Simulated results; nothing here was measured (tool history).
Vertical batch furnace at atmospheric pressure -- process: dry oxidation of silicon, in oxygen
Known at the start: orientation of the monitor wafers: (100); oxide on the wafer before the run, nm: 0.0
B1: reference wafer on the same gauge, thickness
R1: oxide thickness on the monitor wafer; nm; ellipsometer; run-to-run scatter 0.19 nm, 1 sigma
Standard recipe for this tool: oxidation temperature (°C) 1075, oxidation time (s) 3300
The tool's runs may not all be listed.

{"run": 1, "hour": 0.0, "oxidation temperature (°C)": 1075, "oxidation time (s)": 3300, "B1": 85.32, "R1": 91.74}
{"run": 2, "hour": 50.4, "oxidation temperature (°C)": 1075, "oxidation time (s)": 3300, "B1": 85.35, "R1": 91.76}
{"run": 3, "hour": 90.9, "oxidation temperature (°C)": 1075, "oxidation time (s)": 3300, "B1": 85.28, "R1": 92.09}
{"run": 4, "hour": 147.0, "oxidation temperature (°C)": 1064, "oxidation time (s)": 3300, "B1": 85.33, "R1": 84.61}
{"run": 5, "hour": 198.1, "oxidation temperature (°C)": 1064, "oxidation time (s)": 3300, "B1": 85.32, "R1": 84.59}
{"run": 6, "hour": 233.9, "oxidation temperature (°C)": 1075, "oxidation time (s)": 3300, "B1": 85.29, "R1": 92.32}
{"run": 7, "hour": 277.7, "oxidation temperature (°C)": 1081, "oxidation time (s)": 2250, "B1": 85.32, "R1": 75.92}
{"run": 8, "hour": 334.6, "oxidation temperature (°C)": 1081, "oxidation time (s)": 2250, "B1": 85.28, "R1": 75.87}
{"run": 9, "hour": 394.2, "oxidation temperature (°C)": 1075, "oxidation time (s)": 3300, "B1": 85.28, "R1": 92.6}
{"hour": 422.0, "done": "boat lift adjusted"}
{"run": 10, "hour": 446.7, "oxidation temperature (°C)": 1075, "oxidation time (s)": 3300, "B1": 85.27, "R1": 95.28}
{"run": 11, "hour": 484.1, "oxidation temperature (°C)": 1075, "oxidation time (s)": 3300, "B1": 85.29, "R1": 95.1}
{"run": 12, "hour": 515.5, "oxidation temperature (°C)": 1075, "oxidation time (s)": 3300, "B1": 85.32, "R1": 94.94}
{"run": 13, "hour": 575.3, "oxidation temperature (°C)": 1089, "oxidation time (s)": 3300, "B1": 85.23, "R1": 105.98}
{"run": 14, "hour": 620.2, "oxidation temperature (°C)": 1089, "oxidation time (s)": 3300, "B1": 85.28, "R1": 105.89}
{"run": 15, "hour": 652.8, "oxidation temperature (°C)": 1075, "oxidation time (s)": 3300, "B1": 85.3, "R1": 95.39}
{"run": 16, "hour": 722.9, "oxidation temperature (°C)": 1075, "oxidation time (s)": 3300, "B1": 85.32, "R1": 94.98}
{"run": 17, "hour": 770.8, "oxidation temperature (°C)": 1057, "oxidation time (s)": 4170, "B1": 85.3, "R1": 95.72}
{"run": 18, "hour": 812.1, "oxidation temperature (°C)": 1075, "oxidation time (s)": 3810, "B1": 85.3, "R1": 104.12}
{"run": 19, "hour": 861.1, "oxidation temperature (°C)": 1066, "oxidation time (s)": 4740, "B1": 85.35, "R1": 112.36}
{"hour": 896.8, "done": "gauge calibrated"}
{"run": 20, "hour": 900.7, "oxidation temperature (°C)": 1093, "oxidation time (s)": 4830, "B1": 85.35, "R1": 137.99}
{"run": 21, "hour": 938.5, "oxidation temperature (°C)": 1075, "oxidation time (s)": 3300, "B1": 85.33, "R1": 95.27}
{"run": 22, "hour": 964.4, "oxidation temperature (°C)": 1082, "oxidation time (s)": 4170, "B1": 85.31, "R1": 116.34}
{"run": 23, "hour": 988.9, "oxidation temperature (°C)": 1052, "oxidation time (s)": 3870, "B1": 85.33, "R1": 88.04}
{"run": 24, "hour": 1039.5, "oxidation temperature (°C)": 1075, "oxidation time (s)": 3300, "B1": 85.25, "R1": 95.51}
{"run": 25, "hour": 1077.9, "oxidation temperature (°C)": 1050, "oxidation time (s)": 2490, "B1": 85.3, "R1": 65.15}
{"run": 26, "hour": 1121.1, "oxidation temperature (°C)": 1088, "oxidation time (s)": 4440, "B1": 85.34, "R1": 126.61}
{"run": 27, "hour": 1150.4, "oxidation temperature (°C)": 1064, "oxidation time (s)": 2850, "B1": 85.3, "R1": 79.84}
{"run": 28, "hour": 1186.3, "oxidation temperature (°C)": 1075, "oxidation time (s)": 3750, "B1": 85.27, "R1": 102.9}
{"run": 29, "hour": 1240.9, "oxidation temperature (°C)": 1057, "oxidation time (s)": 4110, "B1": 85.29, "R1": 94.96}
{"hour": 1299.6, "done": "thermocouples replaced and temperature profile calibrated"}
{"run": 30, "hour": 1301.6, "oxidation temperature (°C)": 1092, "oxidation time (s)": 4830, "B1": 85.29, "R1": 132.18}
{"run": 31, "hour": 1372.5, "oxidation temperature (°C)": 1075, "oxidation time (s)": 4140, "B1": 85.26, "R1": 105.43}
{"run": 32, "hour": 1425.7, "oxidation temperature (°C)": 1083, "oxidation time (s)": 1890, "B1": 85.26, "R1": 69.04}
{"run": 33, "hour": 1475.5, "oxidation temperature (°C)": 1092, "oxidation time (s)": 1920, "B1": 85.32, "R1": 74.32}
{"run": 34, "hour": 1500.8, "oxidation temperature (°C)": 1075, "oxidation time (s)": 3300, "B1": 85.33, "R1": 91.03}
{"run": 35, "hour": 1528.8, "oxidation temperature (°C)": 1051, "oxidation time (s)": 2820, "B1": 85.25, "R1": 68.06}
{"run": 36, "hour": 1564.1, "oxidation temperature (°C)": 1075, "oxidation time (s)": 3300, "B1": 85.31, "R1": 91.6}
{"run": 37, "hour": 1606.9, "oxidation temperature (°C)": 1056, "oxidation time (s)": 4650, "B1": 85.27, "R1": 97.53}
{"run": 38, "hour": 1651.1, "oxidation temperature (°C)": 1095, "oxidation time (s)": 1770, "B1": 85.3, "R1": 72.42}
{"run": 39, "hour": 1722.6, "oxidation temperature (°C)": 1066, "oxidation time (s)": 4530, "B1": 85.33, "R1": 104.0}

Each row is a separate what-if for the run after 39, all from the same tool condition, not one after another. Results?
{"run": "A", "hour": 1727.6, "oxidation temperature (°C)": 1075, "oxidation time (s)": 3300, "B1": "?", "R1": "?"}
{"run": "B", "hour": 1727.6, "oxidation temperature (°C)": 1054, "oxidation time (s)": 3300, "B1": "?", "R1": "?"}
{"run": "C", "hour": 1727.6, "oxidation temperature (°C)": 1090, "oxidation time (s)": 3300, "B1": "?", "R1": "?"}
{"run": "D", "hour": 1727.6, "oxidation temperature (°C)": 1061, "oxidation time (s)": 3930, "B1": "?", "R1": "?"}

run=A B1=85.30 R1=90.91
run=B B1=85.30 R1=76.80
run=C B1=85.30 R1=101.94
run=D B1=85.30 R1=90.96
Stripped of hidden state, with their random variation kept, the same runs would have yielded:
run=A R1=92.11
run=B R1=77.88
run=C R1=103.23
run=D R1=92.21
